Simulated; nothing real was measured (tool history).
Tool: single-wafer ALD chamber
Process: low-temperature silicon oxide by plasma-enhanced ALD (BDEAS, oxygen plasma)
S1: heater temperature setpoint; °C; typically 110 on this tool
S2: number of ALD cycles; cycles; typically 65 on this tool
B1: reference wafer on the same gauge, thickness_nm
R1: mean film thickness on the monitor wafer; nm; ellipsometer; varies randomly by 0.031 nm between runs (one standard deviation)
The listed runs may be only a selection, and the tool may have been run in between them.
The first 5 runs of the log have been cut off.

Run 6, hour 274.2: usual settings; B1 10.554. Result: R1 9.162 nm.
Run 7, hour 334.3: usual settings; B1 10.554. Result: R1 9.112 nm.
Run 8, hour 386.5: usual settings; B1 10.555. Result: R1 9.129 nm.
Run 9, hour 439.4: usual settings but S1 115 °C, S2 70 cycles; B1 10.549. Result: R1 9.732 nm.
Run 10, hour 494.1: usual settings but S2 70 cycles; B1 10.536. Result: R1 9.812 nm.
Run 11, hour 535.7: usual settings; B1 10.548. Result: R1 9.156 nm.
Run 12, hour 581.1: usual settings; B1 10.557. Result: R1 9.161 nm.
Run 13, hour 607.6: usual settings; B1 10.546. Result: R1 9.161 nm.
Run 14, hour 658.1: usual settings; B1 10.522. Result: R1 9.170 nm.
Run 15, hour 687.5: usual settings; B1 10.537. Result: R1 9.176 nm.
At hour 717.4: gauge calibrated.
Run 16, hour 755.7: usual settings; B1 10.937. Result: R1 9.449 nm.
Run 17, hour 819.7: usual settings but S1 116 °C, S2 74 cycles; B1 10.897. Result: R1 10.580 nm.
Run 18, hour 884.3: usual settings; B1 10.860. Result: R1 9.427 nm.

Run 19, settings as shown, results not yet in. Your forecast:
Run 19, hour 1078.0: usual settings; B1 ?. Result: R1 ?.

B1: 10.769
R1: 9.335 nm
If the tool had no hidden condition, the same run with the same run-to-run variation would have returned R1 9.495 nm.
